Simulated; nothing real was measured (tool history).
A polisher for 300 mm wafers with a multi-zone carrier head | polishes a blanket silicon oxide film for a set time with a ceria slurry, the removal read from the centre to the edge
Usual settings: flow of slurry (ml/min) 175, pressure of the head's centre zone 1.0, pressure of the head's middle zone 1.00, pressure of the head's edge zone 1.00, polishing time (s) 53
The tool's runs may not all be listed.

run,hour,flow of slurry (ml/min),pressure of the head's centre zone,pressure of the head's middle zone,pressure of the head's edge zone,polishing time (s),"incoming thickness of the incoming film, nm",film removed at the wafer's centre (angstrom),film removed at mid-radius (angstrom),film removed at the wafer's edge (angstrom)
1,0.0,175,1.1,0.91,1.00,53,960.9,1967,1635,1715
# hour 4.1: centre zone pressure recalibrated
# hour 20.9: edge zone pressure recalibrated
2,21.9,175,1.0,1.00,1.00,53,938.0,1738,1739,1685
3,50.9,140,1.0,1.00,1.08,66,953.3,1995,2059,2087
4,83.7,230,1.0,1.00,1.12,45,940.2,1491,1451,1488
5,117.6,175,1.0,1.05,1.04,53,949.3,1648,1742,1605
6,152.0,175,1.0,1.00,1.11,53,963.2,1611,1575,1629
# hour 158.9: worn pad replaced by a new one
7,179.1,210,1.0,0.94,0.91,53,955.2,1836,1779,1712
# hour 191.1: slurry nozzle cleaned
8,211.3,150,1.0,1.08,1.08,68,935.8,2233,2347,2220
9,237.0,175,1.0,1.00,1.00,53,939.5,1705,1776,1682
10,269.1,175,1.0,1.00,1.00,53,957.6,1736,1712,1649
11,291.9,175,1.0,1.00,1.00,53,951.4,1681,1707,1659
12,310.7,175,1.0,1.05,1.04,53,964.5,1671,1736,1658
13,326.0,175,1.1,0.93,1.00,53,959.1,1822,1555,1598
14,347.0,175,1.0,0.91,1.09,36,937.1,1120,1021,1118
# hour 361.9: worn pad replaced by a new one
15,362.4,175,1.0,1.00,1.00,53,946.6,1758,1823,1761

What will run 16 give?
16,385.0,135,1.1,0.93,1.00,46,940.6,?,?,?

{"run 16": {"film removed at the wafer's centre (angstrom)": 1618, "film removed at mid-radius (angstrom)": 1380, "film removed at the wafer's edge (angstrom)": 1459}}
Without the tool's hidden state the same run would have given film removed at the wafer's centre (angstrom) 1655, film removed at mid-radius (angstrom) 1412, film removed at the wafer's edge (angstrom) 1492.
